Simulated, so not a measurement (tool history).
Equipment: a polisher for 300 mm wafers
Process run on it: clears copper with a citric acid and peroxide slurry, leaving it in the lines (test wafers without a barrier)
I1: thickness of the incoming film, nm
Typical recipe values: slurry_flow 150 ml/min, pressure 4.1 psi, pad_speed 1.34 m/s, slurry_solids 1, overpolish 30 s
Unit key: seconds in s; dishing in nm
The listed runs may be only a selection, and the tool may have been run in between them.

{"run": 1, "hour": 0.0, "slurry_flow": 150, "pressure": 3, "pad_speed": 1.34, "slurry_solids": 1, "overpolish": 30, "I1": 535.5, "seconds": 189.9, "dishing": 46.1}
{"run": 2, "hour": 66.7, "slurry_flow": 150, "pressure": 3, "pad_speed": 1.34, "slurry_solids": 1, "overpolish": 30, "I1": 538.7, "seconds": 194.6, "dishing": 44.8}
{"run": 3, "hour": 117.8, "slurry_flow": 150, "pressure": 3, "pad_speed": 1.34, "slurry_solids": 1, "overpolish": 30, "I1": 526.1, "seconds": 188, "dishing": 44.6}
{"run": 4, "hour": 161.6, "slurry_flow": 150, "pressure": 4.1, "pad_speed": 1.34, "slurry_solids": 1, "overpolish": 30, "I1": 535.3, "seconds": 154.6, "dishing": 52.7}
{"run": 5, "hour": 244.7, "slurry_flow": 150, "pressure": 4.1, "pad_speed": 1.34, "slurry_solids": 1, "overpolish": 30, "I1": 529, "seconds": 157.6, "dishing": 52}
{"run": 6, "hour": 288.9, "slurry_flow": 150, "pressure": 4.1, "pad_speed": 1.34, "slurry_solids": 1, "overpolish": 30, "I1": 531.9, "seconds": 160.9, "dishing": 50.5}
{"run": 7, "hour": 546.4, "slurry_flow": 150, "pressure": 4.1, "pad_speed": 1.34, "slurry_solids": 1, "overpolish": 21, "I1": 535.5, "seconds": 168.7, "dishing": 39}
{"run": 8, "hour": 644.0, "slurry_flow": 150, "pressure": 4.1, "pad_speed": 1.34, "slurry_solids": 0.85, "overpolish": 30, "I1": 524.2, "seconds": 153.9, "dishing": 51.1}
{"run": 9, "hour": 709.5, "slurry_flow": 150, "pressure": 4.1, "pad_speed": 1.34, "slurry_solids": 1.15, "overpolish": 30, "I1": 535.8, "seconds": 131, "dishing": 55.3}
{"run": 10, "hour": 749.6, "slurry_flow": 150, "pressure": 4.1, "pad_speed": 1.34, "slurry_solids": 1.15, "overpolish": 30, "I1": 529.4, "seconds": 132.8, "dishing": 55.6}
{"run": 11, "hour": 811.9, "slurry_flow": 150, "pressure": 4.1, "pad_speed": 1.34, "slurry_solids": 1.15, "overpolish": 30, "I1": 526.5, "seconds": 136.4, "dishing": 56}
{"run": 12, "hour": 858.5, "slurry_flow": 150, "pressure": 4.1, "pad_speed": 1.34, "slurry_solids": 1, "overpolish": 39, "I1": 538, "seconds": 138.9, "dishing": 62.8}
{"run": 13, "hour": 901.1, "slurry_flow": 150, "pressure": 4.1, "pad_speed": 1.34, "slurry_solids": 1.1, "overpolish": 30, "I1": 517.8, "seconds": 136.1, "dishing": 54.4}
{"run": 14, "hour": 972.2, "slurry_flow": 130, "pressure": 5.5, "pad_speed": 1.34, "slurry_solids": 1, "overpolish": 30, "I1": 529, "seconds": 119.8, "dishing": 61.8}
{"run": 15, "hour": 1056.1, "slurry_flow": 150, "pressure": 3, "pad_speed": 1.34, "slurry_solids": 1, "overpolish": 30, "I1": 530.7, "seconds": 189.5, "dishing": 45.8}
{"run": 16, "hour": 1110.7, "slurry_flow": 150, "pressure": 5, "pad_speed": 1.34, "slurry_solids": 1, "overpolish": 30, "I1": 529.6, "seconds": 129, "dishing": 60}
{"run": 17, "hour": 1190.7, "slurry_flow": 150, "pressure": 4.1, "pad_speed": 1.34, "slurry_solids": 1, "overpolish": 30, "I1": 534.4, "seconds": 151.6, "dishing": 52.5}
{"run": 18, "hour": 1271.3, "slurry_flow": 170, "pressure": 4.1, "pad_speed": 1.34, "slurry_solids": 1.3, "overpolish": 43, "I1": 532.5, "seconds": 142.5, "dishing": 66.1}
{"run": 19, "hour": 1374.7, "slurry_flow": 150, "pressure": 5, "pad_speed": 1.34, "slurry_solids": 1, "overpolish": 30, "I1": 534.7, "seconds": 130.9, "dishing": 58.1}
{"run": 20, "hour": 1436.9, "slurry_flow": 170, "pressure": 4.1, "pad_speed": 1.6, "slurry_solids": 0.75, "overpolish": 39, "I1": 533.2, "seconds": 128, "dishing": 63.9}
{"run": 21, "hour": 1476.5, "slurry_flow": 150, "pressure": 4.1, "pad_speed": 1.34, "slurry_solids": 1, "overpolish": 18, "I1": 528.9, "seconds": 142.8, "dishing": 39.2}
{"run": 22, "hour": 1572.7, "slurry_flow": 195, "pressure": 3, "pad_speed": 1.34, "slurry_solids": 0.8, "overpolish": 35, "I1": 521.9, "seconds": 184.7, "dishing": 50.1}
{"run": 23, "hour": 1680.7, "slurry_flow": 150, "pressure": 4.7, "pad_speed": 1.34, "slurry_solids": 1, "overpolish": 30, "I1": 530.4, "seconds": 135.5, "dishing": 55.7}
{"run": 24, "hour": 1748.8, "slurry_flow": 150, "pressure": 4.1, "pad_speed": 1.34, "slurry_solids": 1, "overpolish": 36, "I1": 533.4, "seconds": 153.4, "dishing": 57.1}

Between the runs listed above, the log contained 13 entries, not reproduced here. Where in the sequence does each belong, and how does what the log doesn't record of the tool's condition differ from the listed run before to the listed run after?
From run 1 to run 2: slurry blender recalibrated (hour 31.6); worn pad replaced by a new one (hour 66.2)
  slurry flow missing at the pad, %: 26.2 -> 30.9; deviation of the head's pressure from its setpoint, %: -3.77 -> -4.41
  measured less the result without the state, seconds: +16.4 -> +20.3 s; dishing: -2.8 -> -3.3 nm
From run 6 to run 7: slurry blender recalibrated (hour 401.4); worn pad replaced by a new one (hour 432.7)
  slurry flow missing at the pad, %: 40.6 -> 45.4; deviation of the head's pressure from its setpoint, %: -6.93 -> -10.6
  measured less the result without the state, seconds: +25 -> +33.9 s; dishing: -5.3 -> -6.6 nm
From run 7 to run 8: head pressure recalibrated (hour 568.8)
  slurry flow missing at the pad, %: 45.4 -> 46.3; deviation of the head's pressure from its setpoint, %: -10.6 -> -0.342
  measured less the result without the state, seconds: +33.9 -> +20.3 s; dishing: -6.6 -> -4.4 nm
From run 8 to run 9: slurry nozzle cleaned (hour 666.3)
  slurry flow missing at the pad, %: 46.3 -> 9.16; deviation of the head's pressure from its setpoint, %: -0.342 -> -0.431
  measured less the result without the state, seconds: +20.3 -> +2.6 s; dishing: -4.4 -> -0.6 nm
From run 10 to run 11: worn pad replaced by a new one (hour 797.6)
  slurry flow missing at the pad, %: 14 -> 20.2; deviation of the head's pressure from its setpoint, %: -0.511 -> -0.677
  measured less the result without the state, seconds: +4.1 -> +6.4 s; dishing: -0.9 -> -1.4 nm
From run 12 to run 13: slurry blender recalibrated (hour 866.1)
  slurry flow missing at the pad, %: 24.1 -> 27.1; deviation of the head's pressure from its setpoint, %: -0.832 -> -0.998
  measured less the result without the state, seconds: +8 -> +9.1 s; dishing: -1.7 -> -2.2 nm
From run 16 to run 17: worn pad replaced by a new one (hour 1168.9)
  slurry flow missing at the pad, %: 36.6 -> 38.8; deviation of the head's pressure from its setpoint, %: -2.15 -> -2.73
  measured less the result without the state, seconds: +13.7 -> +17.9 s; dishing: -3.6 -> -3.9 nm
From run 18 to run 19: slurry blender recalibrated (hour 1319.5)
  slurry flow missing at the pad, %: 40.4 -> 41.9; deviation of the head's pressure from its setpoint, %: -3.4 -> -4.37
  measured less the result without the state, seconds: +17 -> +18.6 s; dishing: -3.6 -> -4.9 nm
From run 19 to run 20: slurry nozzle cleaned (hour 1413.4)
  slurry flow missing at the pad, %: 41.9 -> 7.86; deviation of the head's pressure from its setpoint, %: -4.37 -> -5.03
  measured less the result without the state, seconds: +18.6 -> +6.9 s; dishing: -4.9 -> -1.7 nm
From run 21 to run 22: worn pad replaced by a new one (hour 1495.2)
  slurry flow missing at the pad, %: 13 -> 22.8; deviation of the head's pressure from its setpoint, %: -5.47 -> -6.62
  measured less the result without the state, seconds: +9.8 -> +16.6 s; dishing: -2.1 -> -3 nm
From run 23 to run 24: slurry blender recalibrated (hour 1717.1)
  slurry flow missing at the pad, %: 30.4 -> 33.9; deviation of the head's pressure from its setpoint, %: -8.05 -> -9.03
  measured less the result without the state, seconds: +17.7 -> +22.8 s; dishing: -4.5 -> -5.1 nm
